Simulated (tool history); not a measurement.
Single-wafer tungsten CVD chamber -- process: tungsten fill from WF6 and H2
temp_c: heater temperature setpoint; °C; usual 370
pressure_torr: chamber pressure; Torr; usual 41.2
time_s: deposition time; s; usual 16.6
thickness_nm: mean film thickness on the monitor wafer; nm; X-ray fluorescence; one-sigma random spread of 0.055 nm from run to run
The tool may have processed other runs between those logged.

| run | hour | temp_c | pressure_torr | time_s | wafers since the last listed run | hours since the last thermocouple change | hours since the last manometer calibration | hours since the showerhead was replaced | hours since the gauge calibration | read-back reference wafer on the same gauge, thickness_nm | thickness_nm |
|---|---|---|---|---|---|---|---|---|---|---|---|
| 1 | 0.0 | 370 | 41.2 | 16.6 | 0 | 826.8 | 2160.0 | 7019.5 | 461.8 | 28.007 | 31.727 |
| 2 | 18.0 | 370 | 41.2 | 16.6 | 606 | 844.8 | 2178.0 | 7037.5 | 479.8 | 28.017 | 31.859 |
| 3 | 28.9 | 370 | 41.2 | 16.6 | 367 | 855.7 | 2188.9 | 7048.4 | 490.7 | 28.013 | 31.833 |
| 4 | 41.5 | 370 | 41.2 | 16.6 | 424 | 868.3 | 2201.5 | 7061.0 | 503.3 | 28.003 | 31.745 |
| 5 | 52.6 | 370 | 41.2 | 17.5 | 374 | 879.4 | 2212.6 | 7072.1 | 514.4 | 27.996 | 33.482 |
| 6 | 63.9 | 370 | 41.2 | 17.5 | 381 | 890.7 | 2223.9 | 7083.4 | 525.7 | 28.018 | 33.587 |
| 7 | 78.7 | 370 | 41.2 | 17.5 | 499 | 905.5 | 2238.7 | 7098.2 | 540.5 | 27.986 | 33.485 |
|  | 93.0 | capacitance manometer re-zeroed and calibrated |
|  | 95.7 | gauge calibrated |
| 8 | 96.2 | 370 | 37.8 | 16.6 | 320 | 923.0 | 3.2 | 7115.7 | 0.5 | 28.014 | 31.792 |
| 9 | 104.3 | 370 | 37.8 | 16.6 | 273 | 931.1 | 11.3 | 7123.8 | 8.6 | 28.023 | 31.644 |
| 10 | 117.3 | 370 | 37.8 | 16.6 | 438 | 944.1 | 24.3 | 7136.8 | 21.6 | 28.017 | 31.702 |
| 11 | 135.0 | 373 | 41.2 | 17.6 | 596 | 961.8 | 42.0 | 7154.5 | 39.3 | 28.009 | 37.350 |
| 12 | 143.9 | 373 | 41.2 | 17.6 | 300 | 970.7 | 50.9 | 7163.4 | 48.2 | 28.010 | 37.404 |
|  | 153.9 | thermocouple changed; heater temperature recalibrated |
| 13 | 154.4 | 373 | 41.2 | 17.6 | 84 | 0.5 | 61.4 | 7173.9 | 58.7 | 28.006 | 36.020 |
| 14 | 161.5 | 370 | 36.2 | 16.6 | 239 | 7.6 | 68.5 | 7181.0 | 65.8 | 27.997 | 30.126 |
| 15 | 170.0 | 370 | 33.9 | 16.6 | 286 | 16.1 | 77.0 | 7189.5 | 74.3 | 27.995 | 29.419 |
|  | 179.3 | showerhead replaced |
| 16 | 179.8 | 370 | 41.2 | 14.6 | 60 | 25.9 | 86.8 | 0.5 | 84.1 | 27.976 | 27.833 |
| 17 | 191.0 | 381 | 36.5 | 16.6 | 377 | 37.1 | 98.0 | 11.7 | 95.3 | 28.006 | 39.314 |
| 18 | 236.0 | 370 | 41.2 | 16.6 | 1517 | 82.1 | 143.0 | 56.7 | 140.3 | 27.987 | 31.927 |
| 19 | 257.4 | 376 | 36.9 | 14.1 | 721 | 103.5 | 164.4 | 78.1 | 161.7 | 27.997 | 30.009 |
| 20 | 271.0 | 383 | 33.9 | 13.7 | 458 | 117.1 | 178.0 | 91.7 | 175.3 | 27.992 | 33.095 |
| 21 | 287.8 | 379 | 45.4 | 16.6 | 566 | 133.9 | 194.8 | 108.5 | 192.1 | 27.995 | 40.986 |
| 22 | 294.4 | 370 | 31.3 | 16.6 | 222 | 140.5 | 201.4 | 115.1 | 198.7 | 27.992 | 28.828 |
| 23 | 309.2 | 359 | 34.5 | 17.6 | 499 | 155.3 | 216.2 | 129.9 | 213.5 | 27.983 | 24.147 |
| 24 | 320.4 | 378 | 35.3 | 14.4 | 377 | 166.5 | 227.4 | 141.1 | 224.7 | 28.007 | 31.655 |
| 25 | 332.6 | 370 | 41.2 | 16.6 | 411 | 178.7 | 239.6 | 153.3 | 236.9 | 28.011 | 32.079 |
| 26 | 367.2 | 360 | 41.2 | 13.6 | 1166 | 213.3 | 274.2 | 187.9 | 271.5 | 27.995 | 20.644 |
| 27 | 373.3 | 359 | 49.6 | 14.4 | 205 | 219.4 | 280.3 | 194.0 | 277.6 | 27.990 | 22.845 |
| 28 | 383.7 | 374 | 41.2 | 18.6 | 350 | 229.8 | 290.7 | 204.4 | 288.0 | 27.994 | 39.701 |
| 29 | 398.4 | 363 | 41.2 | 15.1 | 495 | 244.5 | 305.4 | 219.1 | 302.7 | 28.000 | 24.710 |
| 30 | 436.0 | 370 | 48.7 | 16.6 | 1267 | 282.1 | 343.0 | 256.7 | 340.3 | 28.011 | 34.537 |
| 31 | 486.3 | 370 | 50.9 | 16.6 | 1696 | 332.4 | 393.3 | 307.0 | 390.6 | 27.999 | 35.090 |
| 32 | 502.0 | 370 | 41.2 | 16.6 | 529 | 348.1 | 409.0 | 322.7 | 406.3 | 27.987 | 32.257 |
| 33 | 510.0 | 370 | 41.2 | 16.6 | 269 | 356.1 | 417.0 | 330.7 | 414.3 | 28.012 | 32.392 |
| 34 | 521.4 | 382 | 37.7 | 16.6 | 384 | 367.5 | 428.4 | 342.1 | 425.7 | 27.997 | 41.447 |

Selected run-to-run steps in thickness_nm, each split into two signed amounts: the part the tool would show with no hidden state at all (from settings, incoming material and random variation), and the remainder, which goes to the hidden state together with any gauge scatter not common to the measured and the hidden-state-free results:
The tool's hidden condition here consists of: wafer temperature above the value expected at the setpoint (K); true pressure above the setpoint (%); gauge reads high (%).
Run 7 -> 8: pressure_torr 41.2 -> 37.8, time_s 17.5 -> 16.6, capacitance manometer re-zeroed and calibrated, gauge calibrated. thickness_nm -1.693 nm: hidden state +0.941, all else -2.634.
Run 12 -> 13: thermocouple changed; heater temperature recalibrated. thickness_nm -1.384 nm: hidden state -1.301, all else -0.083.
Run 21 -> 22: temp_c 379 -> 370, pressure_torr 45.4 -> 31.3. thickness_nm -12.158 nm: hidden state -0.177, all else -11.981.
Run 27 -> 28: temp_c 359 -> 374, pressure_torr 49.6 -> 41.2, time_s 14.4 -> 18.6. thickness_nm +16.856 nm: hidden state +0.380, all else +16.476.
Run 28 -> 29: temp_c 374 -> 363, time_s 18.6 -> 15.1. thickness_nm -14.991 nm: hidden state -0.307, all else -14.684.
